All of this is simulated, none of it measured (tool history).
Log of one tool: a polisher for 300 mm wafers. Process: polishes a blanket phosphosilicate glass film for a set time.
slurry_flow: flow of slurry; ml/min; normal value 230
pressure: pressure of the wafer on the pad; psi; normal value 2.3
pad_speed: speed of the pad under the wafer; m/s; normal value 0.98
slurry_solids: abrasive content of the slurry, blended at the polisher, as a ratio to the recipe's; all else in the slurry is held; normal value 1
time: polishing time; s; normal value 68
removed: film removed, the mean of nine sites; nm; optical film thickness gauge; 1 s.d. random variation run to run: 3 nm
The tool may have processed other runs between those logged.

| run | hour | slurry_flow | pressure | pad_speed | slurry_solids | time | wafers since the last listed run | wafers polished on this pad | hours since the slurry nozzle was cleaned | hours since the head pressure was calibrated | hours since the slurry blender was calibrated | hours since the conditioning disc was replaced | incoming thickness of the incoming film, nm | removed |
|---|---|---|---|---|---|---|---|---|---|---|---|---|---|---|
| 1 | 0 | 230 | 1.8 | 0.98 | 1 | 82 | 0 | 498 | 65.5 | 1087 | 86.3 | 196.6 | 3621 | 441.3 |
| 2 | 30.6 | 230 | 2.3 | 0.98 | 1 | 55 | 196 | 694 | 96.1 | 1117.6 | 116.9 | 227.2 | 3568.3 | 378 |
|  | 52.4 | worn pad replaced by a new one |
|  | 54.4 | conditioning disc replaced and pad reconditioned |
|  | 55.2 | slurry blender recalibrated |
| 3 | 58.3 | 230 | 2.3 | 0.98 | 1 | 55 | 134 | 20 | 123.8 | 1145.3 | 3.1 | 3.9 | 3642.5 | 374.6 |
| 4 | 85.4 | 230 | 2.3 | 0.98 | 1 | 55 | 174 | 194 | 150.9 | 1172.4 | 30.2 | 31 | 3676.5 | 377.1 |
| 5 | 102.9 | 230 | 2.3 | 0.98 | 1 | 68 | 112 | 307 | 168.4 | 1189.9 | 47.7 | 48.5 | 3599.9 | 459.4 |
| 6 | 126.5 | 230 | 2 | 0.76 | 1 | 68 | 151 | 459 | 192 | 1213.5 | 71.3 | 72.1 | 3582.2 | 350.5 |
| 7 | 148.8 | 230 | 2 | 0.76 | 1 | 68 | 143 | 602 | 214.3 | 1235.8 | 93.6 | 94.4 | 3584.9 | 354.4 |
| 8 | 163 | 230 | 2 | 0.76 | 1 | 68 | 91 | 693 | 228.5 | 1250 | 107.8 | 108.6 | 3685.7 | 351.5 |
|  | 194.5 | worn pad replaced by a new one |
|  | 195 | slurry blender recalibrated |
| 9 | 196.9 | 230 | 2.3 | 0.98 | 1 | 68 | 188 | 12 | 262.4 | 1283.9 | 1.9 | 142.5 | 3638.1 | 466.3 |
| 10 | 215.7 | 200 | 3.1 | 0.98 | 0.75 | 53 | 121 | 133 | 281.2 | 1302.7 | 20.7 | 161.3 | 3689.4 | 429.5 |
| 11 | 242.6 | 230 | 2.3 | 0.98 | 1 | 55 | 173 | 306 | 308.1 | 1329.6 | 47.6 | 188.2 | 3579.5 | 371.4 |
| 12 | 260.1 | 180 | 2.3 | 1.12 | 1.15 | 68 | 112 | 418 | 325.6 | 1347.1 | 65.1 | 205.7 | 3614.7 | 499.7 |
| 13 | 273.8 | 230 | 1.7 | 1.12 | 0.9 | 68 | 88 | 507 | 339.3 | 1360.8 | 78.8 | 219.4 | 3621.5 | 353.2 |
|  | 289.7 | head pressure recalibrated |
| 14 | 306.3 | 285 | 2.3 | 0.98 | 1.25 | 68 | 196 | 703 | 371.8 | 16.6 | 111.3 | 251.9 | 3568.1 | 512.3 |
| 15 | 319.4 | 230 | 2 | 0.98 | 1 | 68 | 84 | 787 | 384.9 | 29.7 | 124.4 | 265 | 3710.4 | 403.6 |
|  | 323.7 | worn pad replaced by a new one |
|  | 326.7 | slurry nozzle cleaned |
|  | 334.6 | slurry blender recalibrated |
| 16 | 348.5 | 230 | 1.8 | 0.98 | 1 | 84 | 142 | 140 | 21.8 | 58.8 | 13.9 | 294.1 | 3689.3 | 447.7 |
|  | 379.2 | conditioning disc replaced and pad reconditioned |
| 17 | 382.5 | 230 | 3.1 | 1.1 | 1 | 68 | 205 | 346 | 55.8 | 92.8 | 47.9 | 3.3 | 3653.6 | 657.5 |
| 18 | 398.9 | 230 | 2.5 | 0.68 | 1 | 45 | 105 | 451 | 72.2 | 109.2 | 64.3 | 19.7 | 3624.7 | 279.1 |
| 19 | 415.2 | 230 | 2.3 | 0.98 | 1 | 68 | 104 | 556 | 88.5 | 125.5 | 80.6 | 36 | 3626 | 459.7 |
| 20 | 429.4 | 230 | 2.3 | 0.98 | 1 | 68 | 91 | 648 | 102.7 | 139.7 | 94.8 | 50.2 | 3614.7 | 462.8 |
| 21 | 447.8 | 230 | 1.9 | 1.16 | 1 | 68 | 118 | 766 | 121.1 | 158.1 | 113.2 | 68.6 | 3641.7 | 420 |
|  | 460.2 | worn pad replaced by a new one |
|  | 476.8 | slurry blender recalibrated |
| 22 | 483.3 | 230 | 2.3 | 0.98 | 1 | 68 | 189 | 135 | 156.6 | 193.6 | 6.5 | 104.1 | 3630.8 | 465.6 |
| 23 | 514.9 | 230 | 2.3 | 0.98 | 1 | 68 | 203 | 339 | 188.2 | 225.2 | 38.1 | 135.7 | 3574 | 463 |
| 24 | 530.5 | 230 | 2.3 | 0.98 | 1 | 68 | 100 | 439 | 203.8 | 240.8 | 53.7 | 151.3 | 3579.1 | 463.8 |

Here are 5 independent what-if runs from the current tool condition. What would each one return?
| A | 530.9 | 230 | 2.3 | 0.98 | 1 | 68 | 2 | 442 | 204.2 | 241.2 | 54.1 | 151.7 | 3641.6 | ? |
| B | 530.9 | 230 | 2.3 | 0.98 | 1 | 47 | 2 | 442 | 204.2 | 241.2 | 54.1 | 151.7 | 3641.6 | ? |
| C | 530.9 | 300 | 2.3 | 0.98 | 1 | 68 | 2 | 442 | 204.2 | 241.2 | 54.1 | 151.7 | 3641.6 | ? |
| D | 530.9 | 150 | 1.6 | 0.76 | 1.2 | 68 | 2 | 442 | 204.2 | 241.2 | 54.1 | 151.7 | 3641.6 | ? |
| E | 530.9 | 160 | 2.3 | 0.98 | 0.85 | 68 | 2 | 442 | 204.2 | 241.2 | 54.1 | 151.7 | 3641.6 | ? |

| run | removed |
|---|---|
| A | 465.7 |
| B | 321.9 |
| C | 478.5 |
| D | 286.3 |
| E | 417.6 |
What these runs would have given with no unlogged condition in the tool:
| run | removed |
|---|---|
| A | 465.7 |
| B | 321.9 |
| C | 478.5 |
| D | 286.3 |
| E | 417.6 |

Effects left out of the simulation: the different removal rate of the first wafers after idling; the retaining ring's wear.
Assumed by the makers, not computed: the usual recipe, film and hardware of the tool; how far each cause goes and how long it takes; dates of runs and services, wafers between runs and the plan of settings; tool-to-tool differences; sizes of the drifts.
